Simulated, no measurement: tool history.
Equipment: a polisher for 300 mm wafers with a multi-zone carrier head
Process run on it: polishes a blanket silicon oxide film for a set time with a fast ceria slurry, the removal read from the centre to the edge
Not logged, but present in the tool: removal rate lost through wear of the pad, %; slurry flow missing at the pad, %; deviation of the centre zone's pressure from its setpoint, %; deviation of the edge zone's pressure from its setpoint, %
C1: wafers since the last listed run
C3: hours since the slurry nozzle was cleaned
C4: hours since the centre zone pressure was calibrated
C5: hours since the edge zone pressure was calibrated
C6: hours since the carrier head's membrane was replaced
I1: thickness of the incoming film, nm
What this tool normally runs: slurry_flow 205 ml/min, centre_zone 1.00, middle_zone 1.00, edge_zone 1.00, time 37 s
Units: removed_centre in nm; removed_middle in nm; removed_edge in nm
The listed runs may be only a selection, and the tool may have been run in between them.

{"run": 1, "hour": 0.0, "slurry_flow": 205, "centre_zone": 1.0, "middle_zone": 1.0, "edge_zone": 1.0, "time": 37, "C1": 0, "wafers polished on this pad": 3897, "C3": 53.6, "C4": 146.0, "C5": 448.0, "C6": 268.6, "I1": 3113.2, "removed_centre": 388.8, "removed_middle": 398.7, "removed_edge": 405.0}
{"hour": 41.1, "done": "worn pad replaced by a new one"}
{"run": 2, "hour": 125.3, "slurry_flow": 205, "centre_zone": 1.0, "middle_zone": 1.0, "edge_zone": 1.0, "time": 32, "C1": 1019, "wafers polished on this pad": 707, "C3": 178.9, "C4": 271.3, "C5": 573.3, "C6": 393.9, "I1": 3124.7, "removed_centre": 326.7, "removed_middle": 351.6, "removed_edge": 353.1}
{"run": 3, "hour": 189.0, "slurry_flow": 205, "centre_zone": 1.0, "middle_zone": 1.0, "edge_zone": 1.0, "time": 32, "C1": 535, "wafers polished on this pad": 1242, "C3": 242.6, "C4": 335.0, "C5": 637.0, "C6": 457.6, "I1": 3137.0, "removed_centre": 336.2, "removed_middle": 341.8, "removed_edge": 353.3}
{"hour": 197.1, "done": "edge zone pressure recalibrated"}
{"run": 4, "hour": 276.5, "slurry_flow": 205, "centre_zone": 1.0, "middle_zone": 1.06, "edge_zone": 1.0, "time": 37, "C1": 718, "wafers polished on this pad": 1961, "C3": 330.1, "C4": 422.5, "C5": 79.4, "C6": 545.1, "I1": 3117.5, "removed_centre": 380.1, "removed_middle": 411.1, "removed_edge": 410.1}
{"run": 5, "hour": 376.4, "slurry_flow": 205, "centre_zone": 1.0, "middle_zone": 1.06, "edge_zone": 1.0, "time": 37, "C1": 839, "wafers polished on this pad": 2801, "C3": 430.0, "C4": 522.4, "C5": 179.3, "C6": 645.0, "I1": 3052.3, "removed_centre": 383.1, "removed_middle": 420.5, "removed_edge": 407.5}
{"hour": 426.7, "done": "slurry nozzle cleaned"}
{"run": 6, "hour": 442.6, "slurry_flow": 145, "centre_zone": 1.0, "middle_zone": 1.0, "edge_zone": 1.0, "time": 37, "C1": 548, "wafers polished on this pad": 3349, "C3": 15.9, "C4": 588.6, "C5": 245.5, "C6": 711.2, "I1": 3099.1, "removed_centre": 352.0, "removed_middle": 375.0, "removed_edge": 391.1}
{"hour": 464.9, "done": "worn pad replaced by a new one"}
{"run": 7, "hour": 521.8, "slurry_flow": 150, "centre_zone": 1.07, "middle_zone": 0.89, "edge_zone": 1.11, "time": 37, "C1": 632, "wafers polished on this pad": 478, "C3": 95.1, "C4": 667.8, "C5": 324.7, "C6": 790.4, "I1": 3116.6, "removed_centre": 376.5, "removed_middle": 350.2, "removed_edge": 411.8}
{"run": 8, "hour": 569.0, "slurry_flow": 205, "centre_zone": 1.0, "middle_zone": 1.0, "edge_zone": 0.95, "time": 37, "C1": 396, "wafers polished on this pad": 874, "C3": 142.3, "C4": 715.0, "C5": 371.9, "C6": 837.6, "I1": 3101.3, "removed_centre": 368.5, "removed_middle": 396.0, "removed_edge": 395.8}
{"run": 9, "hour": 672.1, "slurry_flow": 205, "centre_zone": 1.0, "middle_zone": 1.0, "edge_zone": 1.0, "time": 37, "C1": 866, "wafers polished on this pad": 1741, "C3": 245.4, "C4": 818.1, "C5": 475.0, "C6": 940.7, "I1": 3099.9, "removed_centre": 375.1, "removed_middle": 399.5, "removed_edge": 409.0}
{"run": 10, "hour": 749.2, "slurry_flow": 225, "centre_zone": 0.92, "middle_zone": 1.0, "edge_zone": 1.0, "time": 27, "C1": 648, "wafers polished on this pad": 2389, "C3": 322.5, "C4": 895.2, "C5": 552.1, "C6": 1017.8, "I1": 3163.1, "removed_centre": 251.0, "removed_middle": 291.8, "removed_edge": 300.6}
{"run": 11, "hour": 825.1, "slurry_flow": 205, "centre_zone": 1.0, "middle_zone": 0.93, "edge_zone": 1.08, "time": 37, "C1": 637, "wafers polished on this pad": 3027, "C3": 398.4, "C4": 971.1, "C5": 628.0, "C6": 1093.7, "I1": 3140.3, "removed_centre": 368.9, "removed_middle": 380.4, "removed_edge": 423.6}
{"hour": 853.8, "done": "edge zone pressure recalibrated"}
{"run": 12, "hour": 878.0, "slurry_flow": 205, "centre_zone": 1.0, "middle_zone": 1.0, "edge_zone": 1.0, "time": 37, "C1": 427, "wafers polished on this pad": 3455, "C3": 451.3, "C4": 1024.0, "C5": 24.2, "C6": 1146.6, "I1": 3105.2, "removed_centre": 371.1, "removed_middle": 400.3, "removed_edge": 405.7}
{"hour": 884.9, "done": "centre zone pressure recalibrated"}
{"hour": 923.2, "done": "slurry nozzle cleaned"}
{"run": 13, "hour": 927.5, "slurry_flow": 205, "centre_zone": 1.0, "middle_zone": 1.0, "edge_zone": 0.92, "time": 30, "C1": 390, "wafers polished on this pad": 3846, "C3": 4.3, "C4": 42.6, "C5": 73.7, "C6": 1196.1, "I1": 3092.1, "removed_centre": 320.1, "removed_middle": 320.7, "removed_edge": 313.8}
{"run": 14, "hour": 968.2, "slurry_flow": 205, "centre_zone": 1.0, "middle_zone": 0.9, "edge_zone": 1.0, "time": 45, "C1": 342, "wafers polished on this pad": 4188, "C3": 45.0, "C4": 83.3, "C5": 114.4, "C6": 1236.8, "I1": 3156.8, "removed_centre": 465.2, "removed_middle": 450.5, "removed_edge": 491.8}
{"hour": 1012.8, "done": "carrier head's membrane replaced by a new one"}
{"hour": 1019.3, "done": "worn pad replaced by a new one"}
{"run": 15, "hour": 1022.1, "slurry_flow": 205, "centre_zone": 1.09, "middle_zone": 1.07, "edge_zone": 0.94, "time": 49, "C1": 377, "wafers polished on this pad": 23, "C3": 98.9, "C4": 137.2, "C5": 168.3, "C6": 9.3, "I1": 3157.4, "removed_centre": 551.2, "removed_middle": 552.4, "removed_edge": 521.7}
{"run": 16, "hour": 1105.6, "slurry_flow": 205, "centre_zone": 1.0, "middle_zone": 1.0, "edge_zone": 1.0, "time": 37, "C1": 701, "wafers polished on this pad": 725, "C3": 182.4, "C4": 220.7, "C5": 251.8, "C6": 92.8, "I1": 3170.5, "removed_centre": 382.7, "removed_middle": 401.0, "removed_edge": 411.0}
{"run": 17, "hour": 1154.8, "slurry_flow": 165, "centre_zone": 1.0, "middle_zone": 1.0, "edge_zone": 1.0, "time": 37, "C1": 413, "wafers polished on this pad": 1139, "C3": 231.6, "C4": 269.9, "C5": 301.0, "C6": 142.0, "I1": 3061.9, "removed_centre": 372.7, "removed_middle": 383.9, "removed_edge": 399.6}
{"run": 18, "hour": 1200.0, "slurry_flow": 205, "centre_zone": 1.0, "middle_zone": 1.0, "edge_zone": 1.0, "time": 37, "C1": 379, "wafers polished on this pad": 1519, "C3": 276.8, "C4": 315.1, "C5": 346.2, "C6": 187.2, "I1": 3152.0, "removed_centre": 367.8, "removed_middle": 393.9, "removed_edge": 409.7}
{"hour": 1379.0, "done": "slurry nozzle cleaned"}
{"run": 19, "hour": 1388.4, "slurry_flow": 205, "centre_zone": 1.0, "middle_zone": 1.0, "edge_zone": 1.0, "time": 37, "C1": 1575, "wafers polished on this pad": 3094, "C3": 9.4, "C4": 503.5, "C5": 534.6, "C6": 375.6, "I1": 3049.6, "removed_centre": 374.7, "removed_middle": 390.6, "removed_edge": 402.2}
{"run": 20, "hour": 1448.1, "slurry_flow": 235, "centre_zone": 0.97, "middle_zone": 1.11, "edge_zone": 1.08, "time": 37, "C1": 501, "wafers polished on this pad": 3595, "C3": 69.1, "C4": 563.2, "C5": 594.3, "C6": 435.3, "I1": 3092.6, "removed_centre": 375.3, "removed_middle": 439.2, "removed_edge": 425.7}
{"hour": 1487.7, "done": "worn pad replaced by a new one"}
{"run": 21, "hour": 1488.2, "slurry_flow": 205, "centre_zone": 1.0, "middle_zone": 1.07, "edge_zone": 1.1, "time": 24, "C1": 303, "wafers polished on this pad": 4, "C3": 109.2, "C4": 603.3, "C5": 634.4, "C6": 475.4, "I1": 3085.2, "removed_centre": 243.3, "removed_middle": 273.8, "removed_edge": 274.8}
{"run": 22, "hour": 1529.0, "slurry_flow": 205, "centre_zone": 1.0, "middle_zone": 1.05, "edge_zone": 1.0, "time": 37, "C1": 342, "wafers polished on this pad": 347, "C3": 150.0, "C4": 644.1, "C5": 675.2, "C6": 516.2, "I1": 3074.0, "removed_centre": 368.7, "removed_middle": 413.8, "removed_edge": 406.7}

What if the next run were any one of these 4? Each begins from the tool's condition after run 22:
{"run": "A", "hour": 1529.4, "slurry_flow": 205, "centre_zone": 1.0, "middle_zone": 1.0, "edge_zone": 1.0, "time": 37, "C1": 3, "wafers polished on this pad": 350, "C3": 150.4, "C4": 644.5, "C5": 675.6, "C6": 516.6, "I1": 3068.4, "removed_centre": "?", "removed_middle": "?", "removed_edge": "?"}
{"run": "B", "hour": 1529.4, "slurry_flow": 270, "centre_zone": 1.0, "middle_zone": 1.0, "edge_zone": 1.0, "time": 37, "C1": 3, "wafers polished on this pad": 350, "C3": 150.4, "C4": 644.5, "C5": 675.6, "C6": 516.6, "I1": 3068.4, "removed_centre": "?", "removed_middle": "?", "removed_edge": "?"}
{"run": "C", "hour": 1529.4, "slurry_flow": 170, "centre_zone": 0.92, "middle_zone": 0.9, "edge_zone": 1.0, "time": 45, "C1": 3, "wafers polished on this pad": 350, "C3": 150.4, "C4": 644.5, "C5": 675.6, "C6": 516.6, "I1": 3068.4, "removed_centre": "?", "removed_middle": "?", "removed_edge": "?"}
{"run": "D", "hour": 1529.4, "slurry_flow": 245, "centre_zone": 1.0, "middle_zone": 1.0, "edge_zone": 1.0, "time": 37, "C1": 3, "wafers polished on this pad": 350, "C3": 150.4, "C4": 644.5, "C5": 675.6, "C6": 516.6, "I1": 3068.4, "removed_centre": "?", "removed_middle": "?", "removed_edge": "?"}

run=A removed_centre=377.6 removed_middle=402.1 removed_edge=406.2
run=B removed_centre=392.2 removed_middle=416.0 removed_edge=416.7
run=C removed_centre=410.6 removed_middle=441.4 removed_edge=484.1
run=D removed_centre=387.5 removed_middle=411.5 removed_edge=413.2
With no hidden state in the tool, these same runs would have given:
run=A removed_centre=398.0 removed_middle=402.0 removed_edge=406.2
run=B removed_centre=413.4 removed_middle=415.9 removed_edge=416.7
run=C removed_centre=432.9 removed_middle=441.3 removed_edge=484.1
run=D removed_centre=408.3 removed_middle=411.4 removed_edge=413.2

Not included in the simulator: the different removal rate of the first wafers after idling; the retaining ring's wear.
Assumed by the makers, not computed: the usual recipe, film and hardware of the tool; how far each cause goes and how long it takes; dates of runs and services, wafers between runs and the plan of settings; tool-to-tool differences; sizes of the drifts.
